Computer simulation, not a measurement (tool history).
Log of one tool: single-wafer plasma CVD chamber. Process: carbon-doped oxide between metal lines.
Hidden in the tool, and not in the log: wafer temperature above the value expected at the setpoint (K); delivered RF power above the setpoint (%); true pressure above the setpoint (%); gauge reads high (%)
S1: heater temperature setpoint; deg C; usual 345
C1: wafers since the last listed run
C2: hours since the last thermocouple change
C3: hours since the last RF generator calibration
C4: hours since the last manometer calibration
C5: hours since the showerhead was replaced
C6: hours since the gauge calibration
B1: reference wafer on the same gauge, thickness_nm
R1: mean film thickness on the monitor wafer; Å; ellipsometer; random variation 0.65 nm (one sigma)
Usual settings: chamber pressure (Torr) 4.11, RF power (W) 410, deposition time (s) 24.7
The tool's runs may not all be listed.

run 1 hour=0.0 | S1=345 chamber_pressure_(Torr)=4.11 RF_power_(W)=410 deposition_time_(s)=27.7 | C1=0 C2=2884.0 C3=1218.3 C4=1470.5 C5=6653.2 C6=6.1 | B1=123.964 | R1=1281.15
run 2 hour=12.2 | S1=345 chamber_pressure_(Torr)=4.11 RF_power_(W)=410 deposition_time_(s)=24.7 | C1=341 C2=2896.2 C3=1230.5 C4=1482.7 C5=6665.4 C6=18.3 | B1=123.933 | R1=1153.85
run 3 hour=22.0 | S1=345 chamber_pressure_(Torr)=4.11 RF_power_(W)=410 deposition_time_(s)=24.7 | C1=274 C2=2906.0 C3=1240.3 C4=1492.5 C5=6675.2 C6=28.1 | B1=124.016 | R1=1140.29
run 4 hour=39.5 | S1=345 chamber_pressure_(Torr)=4.11 RF_power_(W)=410 deposition_time_(s)=24.7 | C1=490 C2=2923.5 C3=1257.8 C4=1510.0 C5=6692.7 C6=45.6 | B1=124.031 | R1=1157.78
run 5 hour=47.0 | S1=345 chamber_pressure_(Torr)=4.11 RF_power_(W)=410 deposition_time_(s)=24.7 | C1=210 C2=2931.0 C3=1265.3 C4=1517.5 C5=6700.2 C6=53.1 | B1=123.848 | R1=1157.70
-- hour=59.8 capacitance manometer re-zeroed and calibrated
run 6 hour=60.3 | S1=345 chamber_pressure_(Torr)=4.11 RF_power_(W)=410 deposition_time_(s)=24.7 | C1=148 C2=2944.3 C3=1278.6 C4=0.5 C5=6713.5 C6=66.4 | B1=123.990 | R1=1149.23
run 7 hour=72.8 | S1=345 chamber_pressure_(Torr)=4.11 RF_power_(W)=410 deposition_time_(s)=22.6 | C1=350 C2=2956.8 C3=1291.1 C4=13.0 C5=6726.0 C6=78.9 | B1=123.948 | R1=1062.86
-- hour=81.3 showerhead replaced
run 8 hour=81.8 | S1=345 chamber_pressure_(Torr)=4.11 RF_power_(W)=410 deposition_time_(s)=24.7 | C1=28 C2=2965.8 C3=1300.1 C4=22.0 C5=0.5 C6=87.9 | B1=123.996 | R1=1163.88
run 9 hour=92.1 | S1=359 chamber_pressure_(Torr)=4.63 RF_power_(W)=410 deposition_time_(s)=24.7 | C1=288 C2=2976.1 C3=1310.4 C4=32.3 C5=10.8 C6=98.2 | B1=123.974 | R1=1140.58
-- hour=114.7 RF generator calibrated
run 10 hour=115.2 | S1=332 chamber_pressure_(Torr)=4.99 RF_power_(W)=410 deposition_time_(s)=22.4 | C1=422 C2=2999.2 C3=0.5 C4=55.4 C5=33.9 C6=121.3 | B1=123.970 | R1=1121.18
-- hour=134.4 thermocouple changed; heater temperature recalibrated
run 11 hour=134.9 | S1=358 chamber_pressure_(Torr)=4.88 RF_power_(W)=380 deposition_time_(s)=27.1 | C1=327 C2=0.5 C3=20.2 C4=75.1 C5=53.6 C6=141.0 | B1=124.036 | R1=1209.49
run 12 hour=135.2 | S1=345 chamber_pressure_(Torr)=4.11 RF_power_(W)=410 deposition_time_(s)=24.7 | C1=8 C2=0.8 C3=20.5 C4=75.4 C5=53.9 C6=141.3 | B1=123.893 | R1=1164.74
-- hour=137.3 gauge calibrated
run 13 hour=151.9 | S1=345 chamber_pressure_(Torr)=4.11 RF_power_(W)=410 deposition_time_(s)=24.7 | C1=467 C2=17.5 C3=37.2 C4=92.1 C5=70.6 C6=14.6 | B1=123.992 | R1=1162.48
run 14 hour=160.7 | S1=345 chamber_pressure_(Torr)=4.11 RF_power_(W)=480 deposition_time_(s)=26.2 | C1=246 C2=26.3 C3=46.0 C4=100.9 C5=79.4 C6=23.4 | B1=124.135 | R1=1376.54
run 15 hour=169.4 | S1=345 chamber_pressure_(Torr)=4.11 RF_power_(W)=380 deposition_time_(s)=24.7 | C1=243 C2=35.0 C3=54.7 C4=109.6 C5=88.1 C6=32.1 | B1=123.951 | R1=1091.01
run 16 hour=185.9 | S1=358 chamber_pressure_(Torr)=3.37 RF_power_(W)=410 deposition_time_(s)=29.1 | C1=462 C2=51.5 C3=71.2 C4=126.1 C5=104.6 C6=48.6 | B1=123.984 | R1=1278.55

Forecast each of these 5 alternatives for the next run:
run A hour=186.3 | S1=356 chamber_pressure_(Torr)=4.11 RF_power_(W)=410 deposition_time_(s)=24.7 | C1=11 C2=51.9 C3=71.6 C4=126.5 C5=105.0 C6=49.0 | B1=? | R1=?
run B hour=186.3 | S1=331 chamber_pressure_(Torr)=4.58 RF_power_(W)=450 deposition_time_(s)=21.4 | C1=11 C2=51.9 C3=71.6 C4=126.5 C5=105.0 C6=49.0 | B1=? | R1=?
run C hour=186.3 | S1=345 chamber_pressure_(Torr)=3.51 RF_power_(W)=410 deposition_time_(s)=24.7 | C1=11 C2=51.9 C3=71.6 C4=126.5 C5=105.0 C6=49.0 | B1=? | R1=?
run D hour=186.3 | S1=357 chamber_pressure_(Torr)=4.90 RF_power_(W)=345 deposition_time_(s)=28.5 | C1=11 C2=51.9 C3=71.6 C4=126.5 C5=105.0 C6=49.0 | B1=? | R1=?
run E hour=186.3 | S1=356 chamber_pressure_(Torr)=4.79 RF_power_(W)=450 deposition_time_(s)=22.8 | C1=11 C2=51.9 C3=71.6 C4=126.5 C5=105.0 C6=49.0 | B1=? | R1=?

run=A B1=124.006 R1=1115.66
run=B B1=124.006 R1=1140.63
run=C B1=124.006 R1=1114.25
run=D B1=124.006 R1=1149.83
run=E B1=124.006 R1=1145.96
Without the tool's hidden state the same runs would have given:
run=A R1=1115.66
run=B R1=1140.63
run=C R1=1114.25
run=D R1=1149.83
run=E R1=1145.96

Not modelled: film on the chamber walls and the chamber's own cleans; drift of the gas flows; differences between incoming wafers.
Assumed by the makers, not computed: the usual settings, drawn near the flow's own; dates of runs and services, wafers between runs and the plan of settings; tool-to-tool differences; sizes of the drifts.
